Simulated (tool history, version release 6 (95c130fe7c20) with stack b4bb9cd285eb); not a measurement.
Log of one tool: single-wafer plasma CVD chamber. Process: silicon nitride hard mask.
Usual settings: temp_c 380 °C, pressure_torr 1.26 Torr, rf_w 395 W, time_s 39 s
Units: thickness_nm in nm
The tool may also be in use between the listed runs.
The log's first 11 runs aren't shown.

| run | hour | temp_c | pressure_torr | rf_w | time_s | read-back reference wafer on the same gauge, thickness_nm | thickness_nm |
|---|---|---|---|---|---|---|---|
| 12 | 126.7 | 380 | 1.26 | 395 | 33.6 | 51.9 | 45.709 |
|  | 135.2 | showerhead replaced |
| 13 | 135.7 | 389 | 1.35 | 435 | 45.1 | 51.919 | 65.705 |
| 14 | 147.4 | 395 | 1.51 | 395 | 39 | 51.896 | 56.288 |
|  | 155.8 | gauge calibrated |
|  | 156.6 | thermocouple changed; heater temperature recalibrated |
| 15 | 163.7 | 380 | 1.26 | 395 | 39 | 51.921 | 52.966 |
| 16 | 178.1 | 380 | 1.26 | 395 | 42.9 | 51.918 | 58.205 |
| 17 | 192.1 | 380 | 1.26 | 395 | 36.2 | 51.898 | 49.074 |
| 18 | 207.2 | 380 | 1.16 | 430 | 39 | 51.909 | 53.621 |
| 19 | 215.2 | 380 | 1.26 | 395 | 39 | 51.896 | 52.945 |
| 20 | 223.9 | 373 | 1 | 395 | 39 | 51.917 | 48.049 |
| 21 | 237.6 | 389 | 0.96 | 435 | 44.9 | 51.877 | 56.935 |
| 22 | 252 | 380 | 1.26 | 325 | 39 | 51.921 | 47.214 |
| 23 | 266 | 380 | 1.26 | 355 | 39 | 51.885 | 49.787 |
| 24 | 278.4 | 380 | 1.54 | 395 | 39 | 51.883 | 57.018 |
| 25 | 291.6 | 380 | 1.26 | 395 | 35 | 51.901 | 47.355 |
| 26 | 305.2 | 380 | 1.42 | 395 | 39 | 51.892 | 55.661 |
| 27 | 311.6 | 373 | 1.15 | 330 | 39 | 51.889 | 45.845 |
| 28 | 326.4 | 380 | 1.26 | 320 | 39 | 51.915 | 46.695 |
| 29 | 352.4 | 392 | 1.56 | 320 | 41.6 | 51.876 | 53.515 |
| 30 | 362.3 | 380 | 1.26 | 395 | 39 | 51.883 | 52.841 |

Forecast each of these 3 alternatives for the next run:
| A | 362.7 | 380 | 1.26 | 395 | 36.8 | ? | ? |
| B | 362.7 | 380 | 1.26 | 460 | 39 | ? | ? |
| C | 362.7 | 374 | 1.37 | 470 | 42.4 | ? | ? |

| run | read-back reference wafer on the same gauge, thickness_nm | thickness_nm |
|---|---|---|
| A | 51.91 | 50.018 |
| B | 51.91 | 57.689 |
| C | 51.91 | 65.713 |
Without the tool's hidden state the same runs would have given:
| run | thickness_nm |
|---|---|
| A | 50.018 |
| B | 57.689 |
| C | 65.713 |
